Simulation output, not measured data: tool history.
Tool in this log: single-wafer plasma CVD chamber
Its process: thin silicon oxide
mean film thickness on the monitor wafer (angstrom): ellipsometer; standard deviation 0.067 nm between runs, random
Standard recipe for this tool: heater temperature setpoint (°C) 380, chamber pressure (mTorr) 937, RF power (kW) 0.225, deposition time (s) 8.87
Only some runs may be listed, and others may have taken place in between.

run     day  heater temperature setpoint (°C)  chamber pressure (mTorr)  RF power (kW)  deposition time (s)  read-back reference wafer on the same gauge, thickness_nm  mean film thickness on the monitor wafer (angstrom)
  1       0                               380                       937          0.225                 8.87                                                      14.61                                               165.89
  2   3.325                               380                       937          0.225                 8.87                                                     14.601                                               166.45
  3   6.442                               376                       937          0.225                 8.87                                                     14.603                                               167.41
  4  10.542                               376                       937          0.225                 8.87                                                     14.601                                               165.94
  5  13.592                               376                       937          0.225                 8.87                                                     14.603                                                166.5
  6      16                               389                       937          0.225                 8.87                                                     14.603                                               165.88
  7  19.804                               389                       937          0.225                 8.87                                                     14.604                                               163.58
  8  23.812                               389                       937          0.225                 8.87                                                     14.594                                               165.17
       24.6  -- showerhead replaced, of another model than before
     26.167  -- capacitance manometer re-zeroed and calibrated
  9  27.438                               380                       937          0.225                 8.87                                                     14.597                                               160.91
 10  29.292                               366                      1081          0.245                10.49                                                     14.606                                                231.8
 11  32.142                               380                       937          0.225                 8.87                                                     14.611                                               160.69
 12  35.371                               380                       937          0.225                 8.87                                                     14.605                                               160.97
     36.183  -- RF generator calibrated
 13   37.95                               380                       937          0.225                 8.87                                                     14.591                                               168.68
 14  39.971                               380                       937          0.225                 8.87                                                     14.612                                               168.01
      41.15  -- thermocouple changed; heater temperature recalibrated
 15  42.396                               372                       937            0.2                 8.03                                                     14.601                                               136.63
 16  46.054                               380                       937          0.225                 8.23                                                     14.598                                               155.69

The next listed run, before its measurement:
 17  48.562                               389                       937          0.195                 8.04                                                          ?                                                    ?

{"run 17": {"read-back reference wafer on the same gauge, thickness_nm": 14.591, "mean film thickness on the monitor wafer (angstrom)": 130.91}}
Were there no unlogged condition in the tool, this run, its random variation unchanged, would have produced mean film thickness on the monitor wafer (angstrom) 131.52.
